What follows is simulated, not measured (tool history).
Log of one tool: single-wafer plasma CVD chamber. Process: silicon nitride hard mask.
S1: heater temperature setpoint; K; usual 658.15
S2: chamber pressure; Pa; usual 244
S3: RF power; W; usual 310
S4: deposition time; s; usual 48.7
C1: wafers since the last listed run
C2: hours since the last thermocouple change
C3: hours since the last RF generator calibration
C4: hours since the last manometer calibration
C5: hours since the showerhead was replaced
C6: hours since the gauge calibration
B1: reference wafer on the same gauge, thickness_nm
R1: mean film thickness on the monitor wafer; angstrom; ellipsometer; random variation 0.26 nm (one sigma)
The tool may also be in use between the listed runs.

run 1 hour=0 | S1=658.15 S2=244 S3=310 S4=48.7 | C1=0 C2=406.5 C3=1427.1 C4=289.7 C5=3771.5 C6=1404.8 | B1=63.502 | R1=616.82
-- hour=50.6 RF generator calibrated
run 2 hour=69.3 | S1=658.15 S2=244 S3=310 S4=48.7 | C1=1321 C2=475.8 C3=18.7 C4=359 C5=3840.8 C6=1474.1 | B1=63.495 | R1=617.62
run 3 hour=126.8 | S1=663.15 S2=244 S3=310 S4=55.9 | C1=1240 C2=533.3 C3=76.2 C4=416.5 C5=3898.3 C6=1531.6 | B1=63.378 | R1=708.74
run 4 hour=177.1 | S1=663.15 S2=244 S3=310 S4=55.9 | C1=1084 C2=583.6 C3=126.5 C4=466.8 C5=3948.6 C6=1581.9 | B1=63.466 | R1=717.74
run 5 hour=223.1 | S1=651.15 S2=244 S3=310 S4=48.7 | C1=992 C2=629.6 C3=172.5 C4=512.8 C5=3994.6 C6=1627.9 | B1=63.474 | R1=624.15
run 6 hour=318.8 | S1=658.15 S2=244 S3=310 S4=48.7 | C1=2063 C2=725.3 C3=268.2 C4=608.5 C5=4090.3 C6=1723.6 | B1=63.442 | R1=621.88
run 7 hour=400.7 | S1=658.15 S2=244 S3=310 S4=46.1 | C1=1766 C2=807.2 C3=350.1 C4=690.4 C5=4172.2 C6=1805.5 | B1=63.48 | R1=590.39
run 8 hour=464.1 | S1=658.15 S2=244 S3=310 S4=46.1 | C1=1367 C2=870.6 C3=413.5 C4=753.8 C5=4235.6 C6=1868.9 | B1=63.317 | R1=583.19
run 9 hour=560.6 | S1=658.15 S2=244 S3=310 S4=46.1 | C1=2081 C2=967.1 C3=510 C4=850.3 C5=4332.1 C6=1965.4 | B1=63.252 | R1=587.95
run 10 hour=606.8 | S1=658.15 S2=244 S3=310 S4=48.7 | C1=996 C2=1013.3 C3=556.2 C4=896.5 C5=4378.3 C6=2011.6 | B1=63.483 | R1=620.17
-- hour=776.3 gauge calibrated
run 11 hour=921.3 | S1=658.15 S2=244 S3=310 S4=48.7 | C1=6782 C2=1327.8 C3=870.7 C4=1211 C5=4692.8 C6=145 | B1=63.427 | R1=617.29
-- hour=976.1 thermocouple changed; heater temperature recalibrated
run 12 hour=1017 | S1=658.15 S2=244 S3=310 S4=48.7 | C1=1891 C2=40.9 C3=966.4 C4=1306.7 C5=4788.5 C6=240.7 | B1=63.45 | R1=617.16
run 13 hour=1106.2 | S1=649.15 S2=244 S3=310 S4=48.7 | C1=1923 C2=130.1 C3=1055.6 C4=1395.9 C5=4877.7 C6=329.9 | B1=63.345 | R1=623.52
run 14 hour=1157.2 | S1=647.15 S2=284 S3=350 S4=52.2 | C1=1099 C2=181.1 C3=1106.6 C4=1446.9 C5=4928.7 C6=380.9 | B1=63.337 | R1=756.22
-- hour=1209.6 capacitance manometer re-zeroed and calibrated
-- hour=1243.4 RF generator calibrated
run 15 hour=1261.8 | S1=658.15 S2=244 S3=340 S4=56.2 | C1=1910 C2=285.7 C3=18.4 C4=52.2 C5=5033.3 C6=485.5 | B1=63.366 | R1=751.92
run 16 hour=1316.2 | S1=658.15 S2=244 S3=310 S4=48.7 | C1=1173 C2=340.1 C3=72.8 C4=106.6 C5=5087.7 C6=539.9 | B1=63.419 | R1=621.84
run 17 hour=1365.2 | S1=664.15 S2=244 S3=290 S4=48.7 | C1=1056 C2=389.1 C3=121.8 C4=155.6 C5=5136.7 C6=588.9 | B1=63.32 | R1=596.64
run 18 hour=1402 | S1=658.15 S2=275 S3=310 S4=48.7 | C1=793 C2=425.9 C3=158.6 C4=192.4 C5=5173.5 C6=625.7 | B1=63.464 | R1=649.99
run 19 hour=1441 | S1=658.15 S2=244 S3=310 S4=48.7 | C1=841 C2=464.9 C3=197.6 C4=231.4 C5=5212.5 C6=664.7 | B1=63.274 | R1=618.87
-- hour=1456.9 showerhead replaced
run 20 hour=1503.7 | S1=662.15 S2=244 S3=310 S4=57.2 | C1=1179 C2=527.6 C3=260.3 C4=294.1 C5=46.8 C6=727.4 | B1=63.475 | R1=731.32
run 21 hour=1585.5 | S1=658.15 S2=244 S3=310 S4=48.7 | C1=1764 C2=609.4 C3=342.1 C4=375.9 C5=128.6 C6=809.2 | B1=63.484 | R1=616.74
run 22 hour=1640.3 | S1=670.15 S2=283 S3=260 S4=48.7 | C1=1181 C2=664.2 C3=396.9 C4=430.7 C5=183.4 C6=864 | B1=63.355 | R1=581.5
run 23 hour=1729.7 | S1=658.15 S2=244 S3=280 S4=48.7 | C1=1927 C2=753.6 C3=486.3 C4=520.1 C5=272.8 C6=953.4 | B1=63.345 | R1=584.83
run 24 hour=1826.5 | S1=658.15 S2=244 S3=310 S4=48.7 | C1=2087 C2=850.4 C3=583.1 C4=616.9 C5=369.6 C6=1050.2 | B1=63.425 | R1=620.08
run 25 hour=1899.9 | S1=645.15 S2=189 S3=260 S4=54.9 | C1=1582 C2=923.8 C3=656.5 C4=690.3 C5=443 C6=1123.6 | B1=63.415 | R1=569.72
run 26 hour=2004.3 | S1=658.15 S2=244 S3=310 S4=48.7 | C1=2251 C2=1028.2 C3=760.9 C4=794.7 C5=547.4 C6=1228 | B1=63.358 | R1=625.16
run 27 hour=2087.6 | S1=664.15 S2=219 S3=310 S4=41.5 | C1=1796 C2=1111.5 C3=844.2 C4=878 C5=630.7 C6=1311.3 | B1=63.333 | R1=505.96
run 28 hour=2169.2 | S1=658.15 S2=244 S3=255 S4=52.1 | C1=1759 C2=1193.1 C3=925.8 C4=959.6 C5=712.3 C6=1392.9 | B1=63.357 | R1=591.04

Forecast each of these 5 alternatives for the next run:
run A hour=2169.6 | S1=658.15 S2=244 S3=310 S4=43.7 | C1=8 C2=1193.5 C3=926.2 C4=960 C5=712.7 C6=1393.3 | B1=? | R1=?
run B hour=2169.6 | S1=668.15 S2=199 S3=310 S4=48.7 | C1=8 C2=1193.5 C3=926.2 C4=960 C5=712.7 C6=1393.3 | B1=? | R1=?
run C hour=2169.6 | S1=652.15 S2=196 S3=355 S4=51.8 | C1=8 C2=1193.5 C3=926.2 C4=960 C5=712.7 C6=1393.3 | B1=? | R1=?
run D hour=2169.6 | S1=658.15 S2=244 S3=360 S4=53.5 | C1=8 C2=1193.5 C3=926.2 C4=960 C5=712.7 C6=1393.3 | B1=? | R1=?
run E hour=2169.6 | S1=658.15 S2=244 S3=310 S4=39.1 | C1=8 C2=1193.5 C3=926.2 C4=960 C5=712.7 C6=1393.3 | B1=? | R1=?

run=A B1=63.333 R1=556.24
run=B B1=63.333 R1=566.6
run=C B1=63.333 R1=650.12
run=D B1=63.333 R1=740.12
run=E B1=63.333 R1=497.81
Without the tool's hidden state the same runs would have given:
run=A R1=556.24
run=B R1=566.6
run=C R1=650.12
run=D R1=740.12
run=E R1=497.81
